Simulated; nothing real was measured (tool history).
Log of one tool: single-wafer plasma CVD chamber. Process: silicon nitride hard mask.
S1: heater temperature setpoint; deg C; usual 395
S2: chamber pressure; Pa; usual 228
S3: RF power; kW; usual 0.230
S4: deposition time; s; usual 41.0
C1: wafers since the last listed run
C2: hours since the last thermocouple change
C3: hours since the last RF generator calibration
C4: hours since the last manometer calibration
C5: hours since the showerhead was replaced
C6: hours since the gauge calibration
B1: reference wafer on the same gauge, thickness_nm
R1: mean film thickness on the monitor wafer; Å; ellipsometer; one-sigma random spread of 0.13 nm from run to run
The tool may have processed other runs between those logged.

{"run": 1, "hour": 0.0, "S1": 386, "S2": 228, "S3": 0.23, "S4": 41.0, "C1": 0, "C2": 461.0, "C3": 1885.9, "C4": 742.3, "C5": 3702.7, "C6": 611.1, "B1": 38.444, "R1": 414.22}
{"run": 2, "hour": 76.7, "S1": 384, "S2": 228, "S3": 0.23, "S4": 41.0, "C1": 1143, "C2": 537.7, "C3": 1962.6, "C4": 819.0, "C5": 3779.4, "C6": 687.8, "B1": 38.357, "R1": 410.32}
{"run": 3, "hour": 141.4, "S1": 384, "S2": 228, "S3": 0.23, "S4": 41.0, "C1": 964, "C2": 602.4, "C3": 2027.3, "C4": 883.7, "C5": 3844.1, "C6": 752.5, "B1": 38.358, "R1": 415.17}
{"run": 4, "hour": 248.9, "S1": 384, "S2": 228, "S3": 0.23, "S4": 41.0, "C1": 1602, "C2": 709.9, "C3": 2134.8, "C4": 991.2, "C5": 3951.6, "C6": 860.0, "B1": 38.418, "R1": 413.84}
{"hour": 576.3, "done": "capacitance manometer re-zeroed and calibrated"}
{"run": 5, "hour": 576.8, "S1": 395, "S2": 228, "S3": 0.23, "S4": 41.0, "C1": 4768, "C2": 1037.8, "C3": 2462.7, "C4": 0.5, "C5": 4279.5, "C6": 1187.9, "B1": 38.38, "R1": 406.6}
{"run": 6, "hour": 637.6, "S1": 395, "S2": 228, "S3": 0.23, "S4": 41.0, "C1": 906, "C2": 1098.6, "C3": 2523.5, "C4": 61.3, "C5": 4340.3, "C6": 1248.7, "B1": 38.36, "R1": 402.1}
{"run": 7, "hour": 690.5, "S1": 395, "S2": 228, "S3": 0.21, "S4": 44.0, "C1": 788, "C2": 1151.5, "C3": 2576.4, "C4": 114.2, "C5": 4393.2, "C6": 1301.6, "B1": 38.344, "R1": 398.9}
{"hour": 701.4, "done": "RF generator calibrated"}
{"hour": 758.5, "done": "showerhead replaced"}
{"run": 8, "hour": 783.7, "S1": 395, "S2": 228, "S3": 0.21, "S4": 44.0, "C1": 1150, "C2": 1244.7, "C3": 82.3, "C4": 207.4, "C5": 25.2, "C6": 1394.8, "B1": 38.379, "R1": 408.22}
{"run": 9, "hour": 868.8, "S1": 395, "S2": 228, "S3": 0.23, "S4": 38.7, "C1": 1268, "C2": 1329.8, "C3": 167.4, "C4": 292.5, "C5": 110.3, "C6": 1479.9, "B1": 38.381, "R1": 391.01}
{"run": 10, "hour": 943.5, "S1": 395, "S2": 228, "S3": 0.23, "S4": 38.7, "C1": 1113, "C2": 1404.5, "C3": 242.1, "C4": 367.2, "C5": 185.0, "C6": 1554.6, "B1": 38.38, "R1": 390.14}
{"run": 11, "hour": 1002.6, "S1": 395, "S2": 228, "S3": 0.23, "S4": 41.0, "C1": 880, "C2": 1463.6, "C3": 301.2, "C4": 426.3, "C5": 244.1, "C6": 1613.7, "B1": 38.345, "R1": 414.0}
{"hour": 1015.2, "done": "thermocouple changed; heater temperature recalibrated"}
{"run": 12, "hour": 1097.9, "S1": 408, "S2": 180, "S3": 0.255, "S4": 46.7, "C1": 1301, "C2": 82.7, "C3": 396.5, "C4": 521.6, "C5": 339.4, "C6": 1709.0, "B1": 38.372, "R1": 487.42}
{"run": 13, "hour": 1204.0, "S1": 395, "S2": 228, "S3": 0.19, "S4": 34.8, "C1": 1581, "C2": 188.8, "C3": 502.6, "C4": 627.7, "C5": 445.5, "C6": 1815.1, "B1": 38.365, "R1": 296.8}
{"run": 14, "hour": 1287.0, "S1": 395, "S2": 228, "S3": 0.21, "S4": 44.0, "C1": 1237, "C2": 271.8, "C3": 585.6, "C4": 710.7, "C5": 528.5, "C6": 1898.1, "B1": 38.443, "R1": 412.0}
{"hour": 1343.2, "done": "gauge calibrated"}
{"run": 15, "hour": 1394.6, "S1": 395, "S2": 228, "S3": 0.23, "S4": 41.0, "C1": 1603, "C2": 379.4, "C3": 693.2, "C4": 818.3, "C5": 636.1, "C6": 51.4, "B1": 38.387, "R1": 415.48}
{"run": 16, "hour": 1469.0, "S1": 395, "S2": 213, "S3": 0.21, "S4": 41.0, "C1": 1108, "C2": 453.8, "C3": 767.6, "C4": 892.7, "C5": 710.5, "C6": 125.8, "B1": 38.442, "R1": 379.23}
{"run": 17, "hour": 1530.7, "S1": 395, "S2": 263, "S3": 0.26, "S4": 41.0, "C1": 919, "C2": 515.5, "C3": 829.3, "C4": 954.4, "C5": 772.2, "C6": 187.5, "B1": 38.411, "R1": 476.39}
{"run": 18, "hour": 1620.5, "S1": 403, "S2": 197, "S3": 0.26, "S4": 41.0, "C1": 1338, "C2": 605.3, "C3": 919.1, "C4": 1044.2, "C5": 862.0, "C6": 277.3, "B1": 38.429, "R1": 446.92}
{"hour": 1729.4, "done": "capacitance manometer re-zeroed and calibrated"}
{"run": 19, "hour": 1729.9, "S1": 406, "S2": 228, "S3": 0.19, "S4": 35.3, "C1": 1511, "C2": 714.7, "C3": 1028.5, "C4": 0.5, "C5": 971.4, "C6": 386.7, "B1": 38.398, "R1": 300.26}
{"run": 20, "hour": 1810.7, "S1": 407, "S2": 200, "S3": 0.27, "S4": 46.9, "C1": 1204, "C2": 795.5, "C3": 1109.3, "C4": 81.3, "C5": 1052.2, "C6": 467.5, "B1": 38.375, "R1": 523.27}
{"run": 21, "hour": 1871.7, "S1": 395, "S2": 212, "S3": 0.25, "S4": 41.0, "C1": 909, "C2": 856.5, "C3": 1170.3, "C4": 142.3, "C5": 1113.2, "C6": 528.5, "B1": 38.368, "R1": 437.86}
{"run": 22, "hour": 1912.7, "S1": 395, "S2": 181, "S3": 0.23, "S4": 45.0, "C1": 611, "C2": 897.5, "C3": 1211.3, "C4": 183.3, "C5": 1154.2, "C6": 569.5, "B1": 38.423, "R1": 430.71}
{"run": 23, "hour": 2005.5, "S1": 395, "S2": 275, "S3": 0.23, "S4": 41.0, "C1": 1383, "C2": 990.3, "C3": 1304.1, "C4": 276.1, "C5": 1247.0, "C6": 662.3, "B1": 38.372, "R1": 425.89}
{"run": 24, "hour": 2091.3, "S1": 395, "S2": 228, "S3": 0.23, "S4": 41.0, "C1": 1278, "C2": 1076.1, "C3": 1389.9, "C4": 361.9, "C5": 1332.8, "C6": 748.1, "B1": 38.443, "R1": 411.29}
{"run": 25, "hour": 2137.4, "S1": 395, "S2": 228, "S3": 0.21, "S4": 44.0, "C1": 687, "C2": 1122.2, "C3": 1436.0, "C4": 408.0, "C5": 1378.9, "C6": 794.2, "B1": 38.364, "R1": 407.09}
{"run": 26, "hour": 2205.8, "S1": 383, "S2": 228, "S3": 0.23, "S4": 41.0, "C1": 1019, "C2": 1190.6, "C3": 1504.4, "C4": 476.4, "C5": 1447.3, "C6": 862.6, "B1": 38.408, "R1": 413.46}
{"run": 27, "hour": 2304.0, "S1": 405, "S2": 207, "S3": 0.19, "S4": 47.4, "C1": 1463, "C2": 1288.8, "C3": 1602.6, "C4": 574.6, "C5": 1545.5, "C6": 960.8, "B1": 38.432, "R1": 389.31}

Here are 5 independent what-if runs from the current tool condition. What would each one return?
{"run": "A", "hour": 2304.4, "S1": 395, "S2": 208, "S3": 0.23, "S4": 41.0, "C1": 5, "C2": 1289.2, "C3": 1603.0, "C4": 575.0, "C5": 1545.9, "C6": 961.2, "B1": "?", "R1": "?"}
{"run": "B", "hour": 2304.4, "S1": 395, "S2": 173, "S3": 0.23, "S4": 36.0, "C1": 5, "C2": 1289.2, "C3": 1603.0, "C4": 575.0, "C5": 1545.9, "C6": 961.2, "B1": "?", "R1": "?"}
{"run": "C", "hour": 2304.4, "S1": 395, "S2": 256, "S3": 0.23, "S4": 41.0, "C1": 5, "C2": 1289.2, "C3": 1603.0, "C4": 575.0, "C5": 1545.9, "C6": 961.2, "B1": "?", "R1": "?"}
{"run": "D", "hour": 2304.4, "S1": 402, "S2": 199, "S3": 0.26, "S4": 41.0, "C1": 5, "C2": 1289.2, "C3": 1603.0, "C4": 575.0, "C5": 1545.9, "C6": 961.2, "B1": "?", "R1": "?"}
{"run": "E", "hour": 2304.4, "S1": 395, "S2": 259, "S3": 0.23, "S4": 41.0, "C1": 5, "C2": 1289.2, "C3": 1603.0, "C4": 575.0, "C5": 1545.9, "C6": 961.2, "B1": "?", "R1": "?"}

run=A B1=38.438 R1=404.52
run=B B1=38.438 R1=341.79
run=C B1=38.438 R1=422.83
run=D B1=38.438 R1=442.67
run=E B1=38.438 R1=423.79
Stripped of hidden state, with their random variation kept, the same runs would have yielded:
run=A R1=408.64
run=B R1=345.22
run=C R1=427.21
run=D R1=446.84
run=E R1=428.17
